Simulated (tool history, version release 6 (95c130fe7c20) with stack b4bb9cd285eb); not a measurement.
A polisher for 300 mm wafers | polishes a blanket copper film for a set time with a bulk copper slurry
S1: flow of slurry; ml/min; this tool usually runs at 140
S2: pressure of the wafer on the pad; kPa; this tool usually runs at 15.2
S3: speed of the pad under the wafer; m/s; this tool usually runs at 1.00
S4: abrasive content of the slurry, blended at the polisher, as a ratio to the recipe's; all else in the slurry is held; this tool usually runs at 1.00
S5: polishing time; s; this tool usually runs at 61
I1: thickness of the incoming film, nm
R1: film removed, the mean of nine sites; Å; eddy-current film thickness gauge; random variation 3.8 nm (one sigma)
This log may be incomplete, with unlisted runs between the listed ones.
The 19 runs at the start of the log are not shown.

Run 20, hour 919.0: usual settings; I1 4439.0. Result: R1 3937 Å.
At hour 973.6: worn pad replaced by a new one.
Run 21, hour 981.2: usual settings but S1 125 ml/min, S2 11.0 kPa, S4 1.10, S5 70 s; I1 4407.9. Result: R1 3455 Å.
Run 22, hour 1012.6: usual settings but S4 0.85; I1 4440.8. Result: R1 3653 Å.
Run 23, hour 1053.7: usual settings but S4 1.20; I1 4360.1. Result: R1 4028 Å.
Run 24, hour 1090.1: usual settings but S1 160 ml/min, S3 1.32 m/s, S4 1.10, S5 79 s; I1 4417.0. Result: R1 6849 Å.
At hour 1095.7: head pressure recalibrated.
At hour 1102.3: slurry blender recalibrated.
Run 25, hour 1142.9: usual settings but S1 175 ml/min, S4 1.20; I1 4417.8. Result: R1 4593 Å.
Run 26, hour 1186.0: usual settings but S3 1.30 m/s, S4 0.80; I1 4371.0. Result: R1 5104 Å.
Run 27, hour 1252.3: usual settings but S1 170 ml/min, S3 0.74 m/s, S5 45 s; I1 4360.4. Result: R1 2413 Å.
Run 28, hour 1288.0: usual settings but S1 160 ml/min, S4 1.20; I1 4343.4. Result: R1 4532 Å.
Run 29, hour 1314.9: usual settings but S1 160 ml/min; I1 4406.0. Result: R1 4313 Å.
Run 30, hour 1343.8: usual settings; I1 4426.6. Result: R1 4169 Å.
At hour 1364.9: slurry nozzle cleaned.
Run 31, hour 1370.8: usual settings but S1 110 ml/min, S2 11.0 kPa, S3 1.30 m/s, S5 50 s; I1 4396.6. Result: R1 3208 Å.

Alternative continuations, all from the tool just after run 31; predict every row:
Run A, hour 1371.2: usual settings but S3 0.82 m/s; I1 4417.2. Result: R1 ?.
Run B, hour 1371.2: usual settings but S2 11.7 kPa, S5 42 s; I1 4417.2. Result: R1 ?.
Run C, hour 1371.2: usual settings but S1 115 ml/min, S4 1.20; I1 4417.2. Result: R1 ?.

run    R1
  A  3414
  B  2327
  C  4180
The same runs, with their run-to-run variation unchanged, on a tool lacking any hidden condition would have given:
run    R1
  A  3403
  B  2320
  C  4167

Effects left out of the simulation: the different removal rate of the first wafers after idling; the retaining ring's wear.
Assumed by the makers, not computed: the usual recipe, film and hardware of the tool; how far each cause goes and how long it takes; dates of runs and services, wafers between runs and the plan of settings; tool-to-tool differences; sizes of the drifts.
